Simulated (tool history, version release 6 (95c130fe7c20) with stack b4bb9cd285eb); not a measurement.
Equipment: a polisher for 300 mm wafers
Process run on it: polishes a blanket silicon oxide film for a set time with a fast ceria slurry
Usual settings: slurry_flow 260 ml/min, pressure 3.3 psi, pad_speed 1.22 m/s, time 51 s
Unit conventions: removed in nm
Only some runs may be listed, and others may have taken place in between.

run	hour	slurry_flow	pressure	pad_speed	time	wafers since the last listed run	wafers polished on this pad	hours since the slurry nozzle was cleaned	hours since the head pressure was calibrated	incoming thickness of the incoming film, nm	removed
1	0	260	3.3	1.22	51	0	998	203.6	165.7	3228.5	1304.4
# hour 80.2: worn pad replaced by a new one
2	91	260	3.3	1.22	51	744	92	294.6	256.7	3237.6	1294.6
3	132.1	260	3.3	1.22	51	351	443	335.7	297.8	3181.7	1282.8
4	176.5	240	3.3	1.22	51	379	823	380.1	342.2	3242.9	1280.5
5	242.8	260	3.3	1.22	51	567	1391	446.4	408.5	3177.2	1278.5
6	302.9	260	3.3	0.92	51	514	1905	506.5	468.6	3217	990
# hour 307: worn pad replaced by a new one
# hour 322.4: head pressure recalibrated
7	370.5	260	3.3	1.22	59	527	525	574.1	48.1	3192.9	1508.8
8	421.8	260	3.3	1.22	51	439	964	625.4	99.4	3238.2	1280.5

Expected results for the next run?
9	462.1	180	2.5	0.98	51	344	1309	665.7	139.7	3204.4	?

{"run 9": {"removed": 758.5}}
On a tool with no hidden condition, and with the same random variation, this run would have come out at removed 796.9 nm.

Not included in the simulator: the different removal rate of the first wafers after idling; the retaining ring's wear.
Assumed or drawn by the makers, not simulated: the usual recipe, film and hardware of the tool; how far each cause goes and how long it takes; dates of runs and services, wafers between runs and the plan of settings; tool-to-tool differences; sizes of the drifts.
